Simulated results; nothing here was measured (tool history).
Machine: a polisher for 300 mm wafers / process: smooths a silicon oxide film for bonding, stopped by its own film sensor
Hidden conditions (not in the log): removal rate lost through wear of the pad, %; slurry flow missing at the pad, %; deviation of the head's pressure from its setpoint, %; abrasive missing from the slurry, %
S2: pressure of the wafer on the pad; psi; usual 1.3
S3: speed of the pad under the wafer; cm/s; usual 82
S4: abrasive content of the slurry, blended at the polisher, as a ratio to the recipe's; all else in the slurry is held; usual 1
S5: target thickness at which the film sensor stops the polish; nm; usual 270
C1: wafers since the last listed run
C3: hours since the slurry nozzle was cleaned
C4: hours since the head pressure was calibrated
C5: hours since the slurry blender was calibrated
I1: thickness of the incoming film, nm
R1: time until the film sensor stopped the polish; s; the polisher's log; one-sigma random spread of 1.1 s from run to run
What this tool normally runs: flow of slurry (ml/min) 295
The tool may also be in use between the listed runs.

Run 1, hour 0: usual settings but S2 1 psi; C1 0; wafers polished on this pad 126; C3 638.5; C4 781.3; C5 131.4; I1 310.8. Result: R1 154.2 s.
Run 2, hour 10.1: usual settings but S2 1 psi; C1 58; wafers polished on this pad 184; C3 648.6; C4 791.4; C5 141.5; I1 309.1. Result: R1 146.3 s.
Run 3, hour 17.6: usual settings but S4 1.1, S5 275 nm; C1 43; wafers polished on this pad 227; C3 656.1; C4 798.9; C5 149; I1 311.5. Result: R1 103.8 s.
Run 4, hour 23.9: usual settings but S4 1.1, S5 275 nm; C1 36; wafers polished on this pad 264; C3 662.4; C4 805.2; C5 155.3; I1 309.3. Result: R1 96.3 s.
Run 5, hour 33.6: usual settings but S5 265 nm; C1 55; wafers polished on this pad 320; C3 672.1; C4 814.9; C5 165; I1 312.3. Result: R1 138.7 s.
Run 6, hour 40.4: usual settings but S5 265 nm; C1 39; wafers polished on this pad 359; C3 678.9; C4 821.7; C5 171.8; I1 304.6. Result: R1 115.2 s.
Run 7, hour 57: usual settings; C1 95; wafers polished on this pad 455; C3 695.5; C4 838.3; C5 188.4; I1 309.7. Result: R1 115.2 s.
Run 8, hour 66.9: usual settings but S5 278 nm; C1 57; wafers polished on this pad 512; C3 705.4; C4 848.2; C5 198.3; I1 313.7. Result: R1 102.7 s.
Run 9, hour 110: usual settings but S5 278 nm; C1 248; wafers polished on this pad 760; C3 748.5; C4 891.3; C5 241.4; I1 307.8. Result: R1 84 s.
Run 10, hour 125.3: usual settings but S5 278 nm; C1 88; wafers polished on this pad 848; C3 763.8; C4 906.6; C5 256.7; I1 314.7. Result: R1 104.6 s.
Run 11, hour 136: usual settings; C1 61; wafers polished on this pad 910; C3 774.5; C4 917.3; C5 267.4; I1 311.6. Result: R1 117.5 s.
Run 12, hour 153.4: usual settings but flow of slurry (ml/min) 265; C1 100; wafers polished on this pad 1010; C3 791.9; C4 934.7; C5 284.8; I1 308.1. Result: R1 107.7 s.
At hour 171.4: head pressure recalibrated.
At hour 175.5: slurry nozzle cleaned.
Run 13, hour 205.2: usual settings; C1 281; wafers polished on this pad 1291; C3 29.7; C4 33.8; C5 336.6; I1 310.4. Result: R1 132.9 s.
At hour 220.4: worn pad replaced by a new one.
Run 14, hour 241.8: usual settings but S5 265 nm; C1 187; wafers polished on this pad 123; C3 66.3; C4 70.4; C5 373.2; I1 305.5. Result: R1 132.6 s.
At hour 245.5: slurry blender recalibrated.
Run 15, hour 272: usual settings but S4 1.25; C1 162; wafers polished on this pad 285; C3 96.5; C4 100.6; C5 26.5; I1 311.3. Result: R1 124.3 s.
Run 16, hour 278.7: usual settings but S4 0.75; C1 38; wafers polished on this pad 324; C3 103.2; C4 107.3; C5 33.2; I1 312.8. Result: R1 159.8 s.
Run 17, hour 287.2: usual settings but flow of slurry (ml/min) 235, S4 1.2; C1 48; wafers polished on this pad 373; C3 111.7; C4 115.8; C5 41.7; I1 310.2. Result: R1 127.4 s.
Run 18, hour 296.4: usual settings but flow of slurry (ml/min) 360, S2 1.6 psi, S4 1.1; C1 53; wafers polished on this pad 426; C3 120.9; C4 125; C5 50.9; I1 308.4. Result: R1 97.4 s.
Run 19, hour 309: usual settings but S2 1.1 psi; C1 72; wafers polished on this pad 499; C3 133.5; C4 137.6; C5 63.5; I1 303. Result: R1 126.4 s.
Run 20, hour 315.1: usual settings but flow of slurry (ml/min) 230, S3 74 cm/s, S5 263 nm; C1 35; wafers polished on this pad 534; C3 139.6; C4 143.7; C5 69.6; I1 311.5. Result: R1 177.5 s.
Run 21, hour 326.7: usual settings but flow of slurry (ml/min) 350, S3 66 cm/s, S4 1.3, S5 260 nm; C1 66; wafers polished on this pad 601; C3 151.2; C4 155.3; C5 81.2; I1 314.1. Result: R1 187.6 s.

Alternative continuations, all from the tool just after run 21; predict every row:
Run A, hour 327.2: usual settings; C1 2; wafers polished on this pad 604; C3 151.7; C4 155.8; C5 81.7; I1 308.9. Result: R1 ?.
Run B, hour 327.2: usual settings but flow of slurry (ml/min) 360, S2 0.9 psi; C1 2; wafers polished on this pad 604; C3 151.7; C4 155.8; C5 81.7; I1 308.9. Result: R1 ?.
Run C, hour 327.2: usual settings but flow of slurry (ml/min) 195, S4 0.85, S5 257 nm; C1 2; wafers polished on this pad 604; C3 151.7; C4 155.8; C5 81.7; I1 308.9. Result: R1 ?.

run     R1
  A  127.1
  B    178
  C  191.4
What these runs would have given with no unlogged condition in the tool:
run     R1
  A  125.3
  B  175.4
  C  188.6
